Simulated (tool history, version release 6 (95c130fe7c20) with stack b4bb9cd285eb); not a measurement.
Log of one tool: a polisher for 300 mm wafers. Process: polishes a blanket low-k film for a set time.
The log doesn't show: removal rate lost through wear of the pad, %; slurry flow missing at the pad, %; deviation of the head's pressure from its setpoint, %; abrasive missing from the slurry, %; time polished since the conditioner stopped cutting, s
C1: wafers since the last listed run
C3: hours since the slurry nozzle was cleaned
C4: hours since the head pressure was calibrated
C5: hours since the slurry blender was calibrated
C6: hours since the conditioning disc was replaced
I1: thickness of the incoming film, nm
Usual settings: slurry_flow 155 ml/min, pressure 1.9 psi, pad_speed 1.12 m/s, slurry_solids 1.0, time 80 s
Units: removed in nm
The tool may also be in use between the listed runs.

Run 1, hour 0.0: usual settings; C1 0; wafers polished on this pad 225; C3 138.5; C4 547.7; C5 37.6; C6 11.6; I1 367.8. Result: removed 33.5 nm.
At hour 56.8: slurry nozzle cleaned.
Run 2, hour 63.8: usual settings but pressure 2.1 psi, slurry_solids 0.8; C1 364; wafers polished on this pad 590; C3 7.0; C4 611.5; C5 101.4; C6 75.4; I1 354.6. Result: removed 33.0 nm.
At hour 71.2: head pressure recalibrated.
Run 3, hour 89.5: usual settings; C1 137; wafers polished on this pad 727; C3 32.7; C4 18.3; C5 127.1; C6 101.1; I1 363.4. Result: removed 33.0 nm.
Run 4, hour 144.3: usual settings; C1 318; wafers polished on this pad 1045; C3 87.5; C4 73.1; C5 181.9; C6 155.9; I1 360.3. Result: removed 32.5 nm.
Run 5, hour 160.9: usual settings but pressure 1.7 psi, time 101 s; C1 96; wafers polished on this pad 1142; C3 104.1; C4 89.7; C5 198.5; C6 172.5; I1 358.1. Result: removed 37.1 nm.
Run 6, hour 173.5: usual settings but slurry_flow 115 ml/min, pressure 1.5 psi; C1 73; wafers polished on this pad 1215; C3 116.7; C4 102.3; C5 211.1; C6 185.1; I1 359.6. Result: removed 24.4 nm.
At hour 178.6: slurry blender recalibrated.
Run 7, hour 189.3: usual settings but slurry_flow 195 ml/min, pressure 1.5 psi, pad_speed 1.38 m/s, time 103 s; C1 80; wafers polished on this pad 1295; C3 132.5; C4 118.1; C5 10.7; C6 200.9; I1 361.2. Result: removed 39.3 nm.
At hour 196.3: worn pad replaced by a new one.
At hour 208.2: conditioning disc replaced and pad reconditioned.
Run 8, hour 214.8: usual settings but slurry_flow 195 ml/min, pressure 1.5 psi, pad_speed 1.38 m/s, time 103 s; C1 113; wafers polished on this pad 95; C3 158.0; C4 143.6; C5 36.2; C6 6.6; I1 359.3. Result: removed 40.1 nm.
Run 9, hour 233.3: usual settings but slurry_flow 190 ml/min, pressure 1.2 psi, pad_speed 1.32 m/s, time 100 s; C1 107; wafers polished on this pad 203; C3 176.5; C4 162.1; C5 54.7; C6 25.1; I1 363.9. Result: removed 30.1 nm.
Run 10, hour 266.7: usual settings; C1 193; wafers polished on this pad 397; C3 209.9; C4 195.5; C5 88.1; C6 58.5; I1 357.6. Result: removed 33.0 nm.
At hour 285.0: slurry nozzle cleaned.
Run 11, hour 299.1: usual settings; C1 182; wafers polished on this pad 579; C3 14.1; C4 227.9; C5 120.5; C6 90.9; I1 353.2. Result: removed 32.7 nm.
Run 12, hour 324.6: usual settings; C1 148; wafers polished on this pad 727; C3 39.6; C4 253.4; C5 146.0; C6 116.4; I1 355.9. Result: removed 32.9 nm.
Run 13, hour 359.3: usual settings; C1 201; wafers polished on this pad 928; C3 74.3; C4 288.1; C5 180.7; C6 151.1; I1 362.5. Result: removed 33.1 nm.
Run 14, hour 377.0: usual settings but pressure 2.2 psi; C1 102; wafers polished on this pad 1031; C3 92.0; C4 305.8; C5 198.4; C6 168.8; I1 366.8. Result: removed 38.2 nm.
At hour 405.2: conditioning disc replaced and pad reconditioned.
At hour 428.8: slurry blender recalibrated.
At hour 433.6: worn pad replaced by a new one.
Run 15, hour 449.7: usual settings but slurry_flow 170 ml/min, pressure 1.3 psi; C1 375; wafers polished on this pad 93; C3 164.7; C4 378.5; C5 20.9; C6 44.5; I1 356.4. Result: removed 23.1 nm.
Run 16, hour 477.1: usual settings; C1 159; wafers polished on this pad 252; C3 192.1; C4 405.9; C5 48.3; C6 71.9; I1 357.4. Result: removed 32.9 nm.

Run 17 comes next. What will it give?
Run 17, hour 502.9: usual settings but slurry_solids 1.2, time 91 s; C1 149; wafers polished on this pad 402; C3 217.9; C4 431.7; C5 74.1; C6 97.7; I1 357.9. Result: removed ?.

{"run 17": {"removed": 40.8}}
Without the tool's hidden state the same run would have given removed 39.9 nm.
